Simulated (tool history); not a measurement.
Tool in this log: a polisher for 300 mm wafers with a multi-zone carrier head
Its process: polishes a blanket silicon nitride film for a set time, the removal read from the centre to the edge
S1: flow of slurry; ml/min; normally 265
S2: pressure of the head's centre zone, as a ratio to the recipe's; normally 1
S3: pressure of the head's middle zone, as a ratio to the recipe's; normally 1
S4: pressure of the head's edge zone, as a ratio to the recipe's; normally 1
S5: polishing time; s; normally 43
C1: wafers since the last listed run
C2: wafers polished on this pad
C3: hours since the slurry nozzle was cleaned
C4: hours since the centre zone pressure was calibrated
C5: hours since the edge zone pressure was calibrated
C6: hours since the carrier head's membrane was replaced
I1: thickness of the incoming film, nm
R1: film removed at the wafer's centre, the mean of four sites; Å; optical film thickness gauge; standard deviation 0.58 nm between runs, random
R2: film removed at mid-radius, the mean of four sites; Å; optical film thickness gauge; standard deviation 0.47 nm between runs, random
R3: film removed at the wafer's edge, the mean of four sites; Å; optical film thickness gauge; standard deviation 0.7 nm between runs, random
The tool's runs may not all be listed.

Run 1, hour 0: usual settings; C1 0; C2 1327; C3 280.9; C4 566.5; C5 530.6; C6 390.1; I1 531.5. Result: R1 636 Å, R2 626 Å, R3 636 Å.
At hour 47.7: worn pad replaced by a new one.
Run 2, hour 48.2: usual settings; C1 377; C2 4; C3 329.1; C4 614.7; C5 578.8; C6 438.3; I1 531.5. Result: R1 636 Å, R2 623 Å, R3 646 Å.
Run 3, hour 72.7: usual settings; C1 209; C2 213; C3 353.6; C4 639.2; C5 603.3; C6 462.8; I1 529.6. Result: R1 645 Å, R2 625 Å, R3 642 Å.
Run 4, hour 123.7: usual settings; C1 435; C2 649; C3 404.6; C4 690.2; C5 654.3; C6 513.8; I1 529.6. Result: R1 631 Å, R2 626 Å, R3 642 Å.
Run 5, hour 195.4: usual settings but S3 0.94; C1 612; C2 1262; C3 476.3; C4 761.9; C5 726; C6 585.5; I1 526.2. Result: R1 641 Å, R2 590 Å, R3 641 Å.
At hour 214.4: slurry nozzle cleaned.
Run 6, hour 252: usual settings but S3 0.94; C1 475; C2 1737; C3 37.6; C4 818.5; C5 782.6; C6 642.1; I1 529.1. Result: R1 597 Å, R2 559 Å, R3 610 Å.
At hour 298.8: worn pad replaced by a new one.
Run 7, hour 315.1: usual settings but S3 0.94; C1 504; C2 139; C3 100.7; C4 881.6; C5 845.7; C6 705.2; I1 522.2. Result: R1 585 Å, R2 552 Å, R3 597 Å.
Run 8, hour 350.2: usual settings; C1 299; C2 439; C3 135.8; C4 916.7; C5 880.8; C6 740.3; I1 523.5. Result: R1 580 Å, R2 573 Å, R3 603 Å.
At hour 392: slurry nozzle cleaned, repeated, since the last time left the tool worse.
Run 9, hour 409.4: usual settings; C1 497; C2 936; C3 17.4; C4 975.9; C5 940; C6 799.5; I1 518.9. Result: R1 659 Å, R2 646 Å, R3 660 Å.
At hour 440.9: edge zone pressure recalibrated.
Run 10, hour 465.4: usual settings; C1 461; C2 1398; C3 73.4; C4 1031.9; C5 24.5; C6 855.5; I1 521.7. Result: R1 652 Å, R2 631 Å, R3 655 Å.
At hour 507.1: worn pad replaced by a new one.
Run 11, hour 533: usual settings but S2 0.9, S3 1.09, S4 1.04, S5 29 s; C1 543; C2 221; C3 141; C4 1099.5; C5 92.1; C6 923.1; I1 537.3. Result: R1 408 Å, R2 464 Å, R3 443 Å.
Run 12, hour 595.6: usual settings but S3 0.94; C1 534; C2 756; C3 203.6; C4 1162.1; C5 154.7; C6 985.7; I1 527.4. Result: R1 641 Å, R2 596 Å, R3 639 Å.
Run 13, hour 641: usual settings but S2 0.89, S3 0.94, S4 0.9; C1 387; C2 1144; C3 249; C4 1207.5; C5 200.1; C6 1031.1; I1 529.4. Result: R1 595 Å, R2 597 Å, R3 613 Å.
At hour 712.3: worn pad replaced by a new one.
Run 14, hour 712.8: usual settings but S4 0.92; C1 579; C2 4; C3 320.8; C4 1279.3; C5 271.9; C6 1102.9; I1 523. Result: R1 638 Å, R2 629 Å, R3 609 Å.
At hour 758.3: carrier head's membrane replaced by a new one.
Run 15, hour 766.6: usual settings but S5 32 s; C1 416; C2 421; C3 374.6; C4 1333.1; C5 325.7; C6 8.3; I1 532.6. Result: R1 473 Å, R2 462 Å, R3 473 Å.
At hour 827.5: centre zone pressure recalibrated.
Run 16, hour 833.9: usual settings but S2 0.95, S3 1.04; C1 557; C2 979; C3 441.9; C4 6.4; C5 393; C6 75.6; I1 533.7. Result: R1 618 Å, R2 641 Å, R3 639 Å.

The next listed run, before its measurement:
At hour 889.9: slurry nozzle cleaned.
Run 17, hour 898.9: usual settings but S1 290 ml/min, S2 0.96, S3 1.11, S4 1.04; C1 546; C2 1525; C3 9; C4 71.4; C5 458; C6 140.6; I1 534.6. Result: R1 ?, R2 ?, R3 ?.

Run 17 gave R1 656 Å, R2 724 Å, R3 668 Å.
Were there no unlogged condition in the tool, this run, its random variation unchanged, would have produced R1 657 Å, R2 725 Å, R3 668 Å.
